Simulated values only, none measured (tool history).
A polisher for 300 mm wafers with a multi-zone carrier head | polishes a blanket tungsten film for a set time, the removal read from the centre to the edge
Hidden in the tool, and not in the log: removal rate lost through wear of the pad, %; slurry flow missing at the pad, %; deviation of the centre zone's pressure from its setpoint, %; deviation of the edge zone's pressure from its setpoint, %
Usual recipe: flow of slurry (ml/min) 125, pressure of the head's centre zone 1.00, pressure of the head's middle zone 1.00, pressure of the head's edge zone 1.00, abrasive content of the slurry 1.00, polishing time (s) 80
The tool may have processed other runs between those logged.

| run | day | flow of slurry (ml/min) | pressure of the head's centre zone | pressure of the head's middle zone | pressure of the head's edge zone | abrasive content of the slurry | polishing time (s) | wafers since the last listed run | wafers polished on this pad | hours since the slurry nozzle was cleaned | hours since the centre zone pressure was calibrated | hours since the edge zone pressure was calibrated | hours since the carrier head's membrane was replaced | incoming thickness of the incoming film, nm | film removed at the wafer's centre (Å) | film removed at mid-radius (Å) | film removed at the wafer's edge (Å) |
|---|---|---|---|---|---|---|---|---|---|---|---|---|---|---|---|---|---|
| 1 | 0.000 | 125 | 1.00 | 1.00 | 1.00 | 1.00 | 80 | 0 | 6 | 348.7 | 494.5 | 349.1 | 263.2 | 1593.5 | 1915 | 2111 | 2013 |
|  | 1.192 | centre zone pressure recalibrated |
| 2 | 3.942 | 125 | 1.00 | 1.00 | 1.00 | 0.90 | 80 | 1287 | 1294 | 443.3 | 66.0 | 443.7 | 357.8 | 1601.1 | 1990 | 2101 | 2039 |
| 3 | 7.158 | 125 | 1.00 | 1.08 | 1.00 | 1.00 | 80 | 1073 | 2367 | 520.5 | 143.2 | 520.9 | 435.0 | 1543.9 | 2034 | 2252 | 2014 |
| 4 | 9.029 | 125 | 1.00 | 1.08 | 1.00 | 1.00 | 80 | 624 | 2991 | 565.4 | 188.1 | 565.8 | 479.9 | 1554.2 | 2036 | 2268 | 1992 |
| 5 | 12.075 | 125 | 1.00 | 1.08 | 1.00 | 1.00 | 80 | 1016 | 4008 | 638.5 | 261.2 | 638.9 | 553.0 | 1583.8 | 2023 | 2214 | 2092 |
|  | 14.983 | carrier head's membrane replaced by a new one |
|  | 15.492 | slurry nozzle cleaned |
| 6 | 16.417 | 125 | 1.00 | 1.00 | 1.00 | 1.00 | 80 | 1365 | 5374 | 22.2 | 365.4 | 743.1 | 34.4 | 1545.1 | 1964 | 2134 | 2013 |
|  | 16.792 | worn pad replaced by a new one |
| 7 | 20.321 | 110 | 1.00 | 1.00 | 1.00 | 1.00 | 80 | 1247 | 1177 | 115.9 | 459.1 | 836.8 | 128.1 | 1594.9 | 1894 | 2085 | 2029 |
| 8 | 24.446 | 105 | 1.00 | 1.00 | 1.00 | 1.00 | 97 | 1376 | 2554 | 214.9 | 558.1 | 935.8 | 227.1 | 1586.0 | 2230 | 2438 | 2387 |
|  | 27.038 | centre zone pressure recalibrated |
| 9 | 27.200 | 105 | 1.00 | 1.00 | 1.00 | 1.00 | 97 | 891 | 3446 | 281.0 | 3.9 | 1001.9 | 293.2 | 1591.9 | 2302 | 2462 | 2363 |
|  | 28.988 | edge zone pressure recalibrated |
| 10 | 31.333 | 105 | 1.00 | 1.00 | 1.00 | 1.00 | 97 | 1351 | 4797 | 380.2 | 103.1 | 56.3 | 392.4 | 1577.0 | 2313 | 2445 | 2378 |
|  | 31.946 | worn pad replaced by a new one |
| 11 | 34.458 | 145 | 1.00 | 1.00 | 1.00 | 0.85 | 80 | 987 | 838 | 455.2 | 178.1 | 131.3 | 467.4 | 1600.9 | 2004 | 2131 | 2003 |
| 12 | 36.750 | 125 | 0.91 | 1.00 | 1.00 | 1.00 | 66 | 764 | 1603 | 510.2 | 233.1 | 186.3 | 522.4 | 1586.2 | 1496 | 1754 | 1671 |
| 13 | 39.212 | 125 | 1.00 | 1.00 | 1.00 | 1.00 | 80 | 821 | 2424 | 569.3 | 292.2 | 245.4 | 581.5 | 1567.5 | 1985 | 2097 | 2037 |
|  | 39.442 | carrier head's membrane replaced by a new one |
| 14 | 42.975 | 125 | 1.00 | 1.00 | 1.00 | 1.00 | 89 | 1186 | 3611 | 659.6 | 382.5 | 335.7 | 84.8 | 1591.6 | 2171 | 2342 | 2265 |
|  | 46.321 | worn pad replaced by a new one |
| 15 | 46.946 | 150 | 1.10 | 1.00 | 0.90 | 1.00 | 80 | 1269 | 208 | 754.9 | 477.8 | 431.0 | 180.1 | 1573.2 | 2207 | 2244 | 1989 |
| 16 | 49.125 | 125 | 1.11 | 0.93 | 1.00 | 0.90 | 80 | 727 | 936 | 807.2 | 530.1 | 483.3 | 232.4 | 1574.7 | 2054 | 1966 | 2035 |
|  | 51.829 | centre zone pressure recalibrated |
|  | 51.838 | slurry nozzle cleaned |
| 17 | 52.654 | 125 | 1.04 | 1.00 | 1.00 | 1.00 | 80 | 1147 | 2083 | 19.6 | 19.8 | 568.0 | 317.1 | 1555.0 | 2113 | 2132 | 2032 |
| 18 | 56.233 | 125 | 1.00 | 1.08 | 1.00 | 1.00 | 80 | 1194 | 3278 | 105.5 | 105.7 | 653.9 | 403.0 | 1589.4 | 2023 | 2264 | 2026 |
|  | 59.517 | worn pad replaced by a new one |
| 19 | 60.429 | 125 | 1.00 | 1.00 | 1.06 | 1.00 | 65 | 1344 | 304 | 206.2 | 206.4 | 754.6 | 503.7 | 1582.3 | 1622 | 1711 | 1736 |
|  | 63.671 | carrier head's membrane replaced by a new one |
| 20 | 63.692 | 125 | 1.00 | 1.00 | 1.00 | 1.10 | 65 | 1019 | 1323 | 284.5 | 284.7 | 832.9 | 0.5 | 1575.6 | 1623 | 1779 | 1641 |
| 21 | 67.375 | 110 | 0.94 | 0.90 | 1.00 | 1.00 | 96 | 1229 | 2552 | 372.9 | 373.1 | 921.3 | 88.9 | 1591.2 | 2106 | 2285 | 2438 |
|  | 68.554 | edge zone pressure recalibrated |
| 22 | 69.267 | 125 | 1.00 | 1.00 | 1.10 | 1.00 | 80 | 603 | 3156 | 418.3 | 418.5 | 17.1 | 134.3 | 1583.4 | 1955 | 2118 | 2136 |

Alternative continuations, all from the tool just after run 22; predict every row:
| A | 69.283 | 140 | 1.00 | 1.00 | 1.00 | 1.00 | 80 | 5 | 3161 | 418.7 | 418.9 | 17.5 | 134.7 | 1599.8 | ? | ? | ? |
| B | 69.283 | 125 | 1.00 | 1.00 | 1.08 | 1.00 | 80 | 5 | 3161 | 418.7 | 418.9 | 17.5 | 134.7 | 1599.8 | ? | ? | ? |
| C | 69.283 | 125 | 1.00 | 1.08 | 1.00 | 1.00 | 60 | 5 | 3161 | 418.7 | 418.9 | 17.5 | 134.7 | 1599.8 | ? | ? | ? |

| run | film removed at the wafer's centre (Å) | film removed at mid-radius (Å) | film removed at the wafer's edge (Å) |
|---|---|---|---|
| A | 2006 | 2184 | 2092 |
| B | 1948 | 2128 | 2133 |
| C | 1462 | 1698 | 1539 |
What these runs would have given with no unlogged condition in the tool:
| run | film removed at the wafer's centre (Å) | film removed at mid-radius (Å) | film removed at the wafer's edge (Å) |
|---|---|---|---|
| A | 2103 | 2184 | 2092 |
| B | 2042 | 2128 | 2133 |
| C | 1532 | 1697 | 1539 |

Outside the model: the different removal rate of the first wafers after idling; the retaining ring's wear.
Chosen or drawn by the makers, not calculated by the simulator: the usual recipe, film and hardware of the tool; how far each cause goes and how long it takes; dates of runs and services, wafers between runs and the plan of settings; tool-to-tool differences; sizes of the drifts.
